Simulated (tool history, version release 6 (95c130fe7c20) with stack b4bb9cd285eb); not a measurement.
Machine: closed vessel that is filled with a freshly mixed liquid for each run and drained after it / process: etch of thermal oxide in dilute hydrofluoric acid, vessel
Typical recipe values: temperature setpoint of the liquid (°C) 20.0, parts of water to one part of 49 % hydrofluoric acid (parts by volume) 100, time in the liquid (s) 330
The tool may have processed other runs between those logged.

| run | hour | temperature setpoint of the liquid (°C) | parts of water to one part of 49 % hydrofluoric acid (parts by volume) | time in the liquid (s) | read-back film thickness of the thermal oxide reference wafer, read on the same gauge (nm) | thickness taken off the thermal oxide on a monitor wafer (angstrom) |
|---|---|---|---|---|---|---|
| 1 | 0.0 | 20.0 | 130 | 240 | 129.99 | 77.4 |
| 2 | 84.1 | 20.0 | 130 | 240 | 130.00 | 76.8 |
| 3 | 162.1 | 20.0 | 100 | 330 | 130.02 | 142.4 |
| 4 | 220.5 | 20.0 | 100 | 330 | 129.98 | 141.0 |
| 5 | 300.7 | 20.0 | 100 | 330 | 130.00 | 144.2 |
| 6 | 355.7 | 20.0 | 100 | 395 | 129.98 | 170.3 |
| 7 | 423.3 | 20.0 | 100 | 395 | 129.98 | 170.5 |
| 8 | 464.7 | 20.0 | 100 | 330 | 130.03 | 142.9 |
| 9 | 534.3 | 20.0 | 100 | 330 | 130.00 | 142.6 |
|  | 606.0 | thermometer replaced |
| 10 | 632.3 | 20.0 | 100 | 250 | 129.99 | 107.5 |
| 11 | 739.8 | 20.0 | 100 | 460 | 130.00 | 198.2 |
| 12 | 819.9 | 20.0 | 100 | 460 | 129.99 | 199.4 |
| 13 | 889.2 | 20.0 | 100 | 330 | 129.99 | 141.7 |
| 14 | 956.7 | 20.0 | 100 | 330 | 129.98 | 143.0 |
| 15 | 1004.2 | 20.0 | 115 | 435 | 130.02 | 160.1 |
| 16 | 1085.3 | 20.0 | 115 | 435 | 130.03 | 161.8 |
| 17 | 1156.6 | 23.5 | 145 | 490 | 129.98 | 159.6 |
| 18 | 1224.7 | 17.0 | 65 | 380 | 130.02 | 231.7 |
| 19 | 1285.1 | 21.5 | 65 | 330 | 130.03 | 242.2 |
| 20 | 1383.0 | 18.0 | 70 | 520 | 129.97 | 305.1 |
|  | 1442.1 | hydrofluoric acid flow meter replaced |
| 21 | 1469.1 | 20.0 | 115 | 435 | 130.03 | 161.7 |
|  | 1540.4 | thermometer replaced |
| 22 | 1553.6 | 22.0 | 65 | 330 | 129.94 | 248.5 |
| 23 | 1650.8 | 24.0 | 145 | 330 | 130.04 | 109.3 |
| 24 | 1691.3 | 20.0 | 100 | 330 | 129.99 | 143.4 |
|  | 1787.4 | gauge calibrated |
| 25 | 1797.3 | 17.0 | 55 | 525 | 129.99 | 380.2 |
| 26 | 1849.9 | 20.0 | 100 | 140 | 130.02 | 61.1 |
| 27 | 1922.0 | 20.0 | 100 | 330 | 129.97 | 144.2 |
| 28 | 1966.1 | 20.0 | 100 | 330 | 130.00 | 142.8 |
| 29 | 2046.4 | 17.0 | 55 | 330 | 129.99 | 238.6 |
| 30 | 2104.4 | 20.0 | 100 | 330 | 130.06 | 141.4 |

What does the tool deliver on the next run?
| 31 | 2173.9 | 20.0 | 100 | 515 | ? | ? |

{"run 31": {"read-back film thickness of the thermal oxide reference wafer, read on the same gauge (nm)": 129.97, "thickness taken off the thermal oxide on a monitor wafer (angstrom)": 224.6}}
Were there no unlogged condition in the tool, this run, its random variation unchanged, would have produced thickness taken off the thermal oxide on a monitor wafer (angstrom) 224.6.
